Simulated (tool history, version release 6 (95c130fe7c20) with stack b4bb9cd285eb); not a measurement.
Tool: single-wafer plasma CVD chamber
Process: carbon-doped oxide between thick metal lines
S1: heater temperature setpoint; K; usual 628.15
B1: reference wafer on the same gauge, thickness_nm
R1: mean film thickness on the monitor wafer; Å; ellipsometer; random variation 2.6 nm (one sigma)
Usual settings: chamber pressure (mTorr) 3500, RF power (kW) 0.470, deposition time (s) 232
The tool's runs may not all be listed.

{"run": 1, "hour": 0.0, "S1": 618.15, "chamber pressure (mTorr)": 3500, "RF power (kW)": 0.47, "deposition time (s)": 232, "B1": 1080.046, "R1": 12068.56}
{"run": 2, "hour": 103.0, "S1": 628.15, "chamber pressure (mTorr)": 3500, "RF power (kW)": 0.47, "deposition time (s)": 262, "B1": 1080.052, "R1": 13231.98}
{"run": 3, "hour": 139.1, "S1": 628.15, "chamber pressure (mTorr)": 3500, "RF power (kW)": 0.47, "deposition time (s)": 262, "B1": 1080.249, "R1": 13265.97}
{"run": 4, "hour": 219.6, "S1": 628.15, "chamber pressure (mTorr)": 3500, "RF power (kW)": 0.47, "deposition time (s)": 262, "B1": 1080.085, "R1": 13242.91}
{"run": 5, "hour": 503.8, "S1": 628.15, "chamber pressure (mTorr)": 3500, "RF power (kW)": 0.47, "deposition time (s)": 232, "B1": 1079.786, "R1": 11772.28}
{"run": 6, "hour": 565.1, "S1": 628.15, "chamber pressure (mTorr)": 3500, "RF power (kW)": 0.47, "deposition time (s)": 232, "B1": 1079.532, "R1": 11682.5}
{"run": 7, "hour": 670.0, "S1": 628.15, "chamber pressure (mTorr)": 3500, "RF power (kW)": 0.47, "deposition time (s)": 268, "B1": 1079.897, "R1": 13550.45}
{"run": 8, "hour": 762.2, "S1": 628.15, "chamber pressure (mTorr)": 3500, "RF power (kW)": 0.47, "deposition time (s)": 268, "B1": 1080.016, "R1": 13534.22}
{"run": 9, "hour": 840.3, "S1": 628.15, "chamber pressure (mTorr)": 3500, "RF power (kW)": 0.47, "deposition time (s)": 268, "B1": 1079.57, "R1": 13491.21}
{"run": 10, "hour": 943.7, "S1": 628.15, "chamber pressure (mTorr)": 3500, "RF power (kW)": 0.47, "deposition time (s)": 232, "B1": 1080.522, "R1": 11735.46}
{"run": 11, "hour": 1017.3, "S1": 628.15, "chamber pressure (mTorr)": 3500, "RF power (kW)": 0.47, "deposition time (s)": 232, "B1": 1080.16, "R1": 11732.93}
{"run": 12, "hour": 1083.7, "S1": 639.15, "chamber pressure (mTorr)": 4100, "RF power (kW)": 0.38, "deposition time (s)": 232, "B1": 1079.312, "R1": 9194.6}
{"run": 13, "hour": 1120.3, "S1": 633.15, "chamber pressure (mTorr)": 3820, "RF power (kW)": 0.47, "deposition time (s)": 232, "B1": 1080.106, "R1": 11625.28}
{"run": 14, "hour": 1181.6, "S1": 636.15, "chamber pressure (mTorr)": 3500, "RF power (kW)": 0.385, "deposition time (s)": 232, "B1": 1079.644, "R1": 9220.97}
{"run": 15, "hour": 1262.2, "S1": 633.15, "chamber pressure (mTorr)": 3500, "RF power (kW)": 0.47, "deposition time (s)": 232, "B1": 1080.756, "R1": 11551.81}
{"run": 16, "hour": 1351.5, "S1": 628.15, "chamber pressure (mTorr)": 3500, "RF power (kW)": 0.47, "deposition time (s)": 257, "B1": 1080.898, "R1": 13055.96}
{"run": 17, "hour": 1438.4, "S1": 615.15, "chamber pressure (mTorr)": 3100, "RF power (kW)": 0.47, "deposition time (s)": 232, "B1": 1080.26, "R1": 12086.96}
{"run": 18, "hour": 1531.7, "S1": 628.15, "chamber pressure (mTorr)": 3500, "RF power (kW)": 0.47, "deposition time (s)": 232, "B1": 1079.88, "R1": 11709.69}
{"run": 19, "hour": 1614.0, "S1": 638.15, "chamber pressure (mTorr)": 4170, "RF power (kW)": 0.405, "deposition time (s)": 206, "B1": 1080.486, "R1": 8818.94}
{"run": 20, "hour": 1720.8, "S1": 628.15, "chamber pressure (mTorr)": 3500, "RF power (kW)": 0.505, "deposition time (s)": 232, "B1": 1080.354, "R1": 12533.37}
{"run": 21, "hour": 1765.9, "S1": 642.15, "chamber pressure (mTorr)": 3090, "RF power (kW)": 0.47, "deposition time (s)": 256, "B1": 1080.438, "R1": 12352.86}
{"run": 22, "hour": 1819.0, "S1": 628.15, "chamber pressure (mTorr)": 3500, "RF power (kW)": 0.47, "deposition time (s)": 232, "B1": 1080.181, "R1": 11728.11}

Taken out of this log: 6 entries between the listed runs. Where each belongs, and how the hidden state differs across it:
Between runs 4 and 5: thermocouple changed; heater temperature recalibrated (hour 330.0)
  no hidden state differs between the two runs
Between runs 7 and 8: capacitance manometer re-zeroed and calibrated (hour 705.7); RF generator calibrated (hour 741.3)
  no hidden state differs between the two runs
Between runs 15 and 16: gauge calibrated (hour 1314.9); showerhead replaced (hour 1323.0)
  no hidden state differs between the two runs
Between runs 16 and 17: thermocouple changed; heater temperature recalibrated (hour 1436.2)
  no hidden state differs between the two runs
